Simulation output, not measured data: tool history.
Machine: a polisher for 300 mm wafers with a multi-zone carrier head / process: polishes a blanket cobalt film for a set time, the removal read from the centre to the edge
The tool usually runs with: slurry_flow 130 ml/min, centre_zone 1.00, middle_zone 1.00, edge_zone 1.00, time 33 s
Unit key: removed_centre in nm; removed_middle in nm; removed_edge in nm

| run | hour | slurry_flow | centre_zone | middle_zone | edge_zone | time | wafers since the last listed run | wafers polished on this pad | hours since the slurry nozzle was cleaned | hours since the centre zone pressure was calibrated | hours since the edge zone pressure was calibrated | hours since the carrier head's membrane was replaced | incoming thickness of the incoming film, nm | removed_centre | removed_middle | removed_edge |
|---|---|---|---|---|---|---|---|---|---|---|---|---|---|---|---|---|
| 1 | 0.0 | 130 | 1.00 | 1.00 | 1.00 | 33 | 0 | 1815 | 317.2 | 742.9 | 248.6 | 244.1 | 684.0 | 107.1 | 111.7 | 113.1 |
| 2 | 63.4 | 130 | 1.00 | 1.00 | 1.00 | 33 | 574 | 2390 | 380.6 | 806.3 | 312.0 | 307.5 | 674.1 | 107.9 | 112.2 | 111.8 |
| 3 | 111.7 | 130 | 1.00 | 1.00 | 1.00 | 33 | 437 | 2827 | 428.9 | 854.6 | 360.3 | 355.8 | 690.4 | 107.4 | 110.7 | 112.5 |
|  | 208.3 | centre zone pressure recalibrated |
| 4 | 218.4 | 100 | 1.00 | 1.00 | 1.00 | 25 | 948 | 3776 | 535.6 | 10.1 | 467.0 | 462.5 | 679.3 | 76.5 | 76.5 | 81.4 |
|  | 245.2 | edge zone pressure recalibrated |
| 5 | 261.4 | 130 | 1.06 | 1.00 | 1.00 | 33 | 371 | 4148 | 578.6 | 53.1 | 16.2 | 505.5 | 685.8 | 117.2 | 112.0 | 114.9 |
|  | 302.1 | worn pad replaced by a new one |
|  | 303.4 | carrier head's membrane replaced by a new one |
| 6 | 303.9 | 130 | 1.00 | 1.00 | 1.00 | 33 | 336 | 4 | 621.1 | 95.6 | 58.7 | 0.5 | 687.9 | 109.2 | 112.4 | 114.4 |
| 7 | 361.5 | 130 | 1.00 | 1.00 | 1.00 | 33 | 522 | 526 | 678.7 | 153.2 | 116.3 | 58.1 | 677.7 | 107.9 | 110.4 | 111.6 |
| 8 | 456.1 | 165 | 1.07 | 1.00 | 1.10 | 21 | 857 | 1384 | 773.3 | 247.8 | 210.9 | 152.7 | 676.5 | 79.6 | 75.1 | 77.6 |
| 9 | 508.7 | 130 | 1.00 | 1.08 | 0.90 | 39 | 476 | 1860 | 825.9 | 300.4 | 263.5 | 205.3 | 680.2 | 127.2 | 140.1 | 127.6 |
|  | 531.8 | slurry nozzle cleaned |
| 10 | 584.2 | 130 | 1.00 | 1.00 | 1.04 | 33 | 675 | 2536 | 52.4 | 375.9 | 339.0 | 280.8 | 676.1 | 111.2 | 113.8 | 115.2 |
| 11 | 632.3 | 130 | 1.00 | 1.00 | 1.00 | 23 | 435 | 2972 | 100.5 | 424.0 | 387.1 | 328.9 | 677.2 | 76.9 | 77.6 | 80.3 |
|  | 659.3 | edge zone pressure recalibrated |
| 12 | 687.0 | 130 | 1.00 | 1.00 | 1.09 | 21 | 477 | 3449 | 155.2 | 478.7 | 27.7 | 383.6 | 670.1 | 69.8 | 71.5 | 74.9 |
| 13 | 733.2 | 130 | 1.10 | 1.00 | 1.00 | 33 | 418 | 3868 | 201.4 | 524.9 | 73.9 | 429.8 | 684.4 | 119.1 | 112.1 | 114.7 |
|  | 763.4 | worn pad replaced by a new one |
| 14 | 804.1 | 130 | 0.88 | 0.96 | 1.00 | 33 | 606 | 368 | 272.3 | 595.8 | 144.8 | 500.7 | 680.9 | 94.0 | 108.0 | 114.6 |
| 15 | 858.4 | 120 | 1.00 | 1.00 | 1.10 | 33 | 492 | 860 | 326.6 | 650.1 | 199.1 | 555.0 | 674.5 | 103.5 | 108.7 | 119.0 |
|  | 881.9 | carrier head's membrane replaced by a new one |
| 16 | 911.9 | 130 | 1.00 | 1.00 | 1.00 | 33 | 439 | 1300 | 380.1 | 703.6 | 252.6 | 30.0 | 683.2 | 106.5 | 112.4 | 113.5 |
| 17 | 1001.8 | 130 | 1.06 | 1.00 | 1.05 | 33 | 814 | 2115 | 470.0 | 793.5 | 342.5 | 119.9 | 684.5 | 112.5 | 110.3 | 118.1 |

Forecast run 18:
| 18 | 1084.6 | 130 | 1.09 | 0.96 | 1.00 | 25 | 750 | 2865 | 552.8 | 876.3 | 425.3 | 202.7 | 677.1 | ? | ? | ? |

removed_centre: 87.8 nm
removed_middle: 79.9 nm
removed_edge: 86.0 nm
Without the tool's hidden state the same run would have given removed_centre 98.1 nm, removed_middle 83.5 nm, removed_edge 88.8 nm.
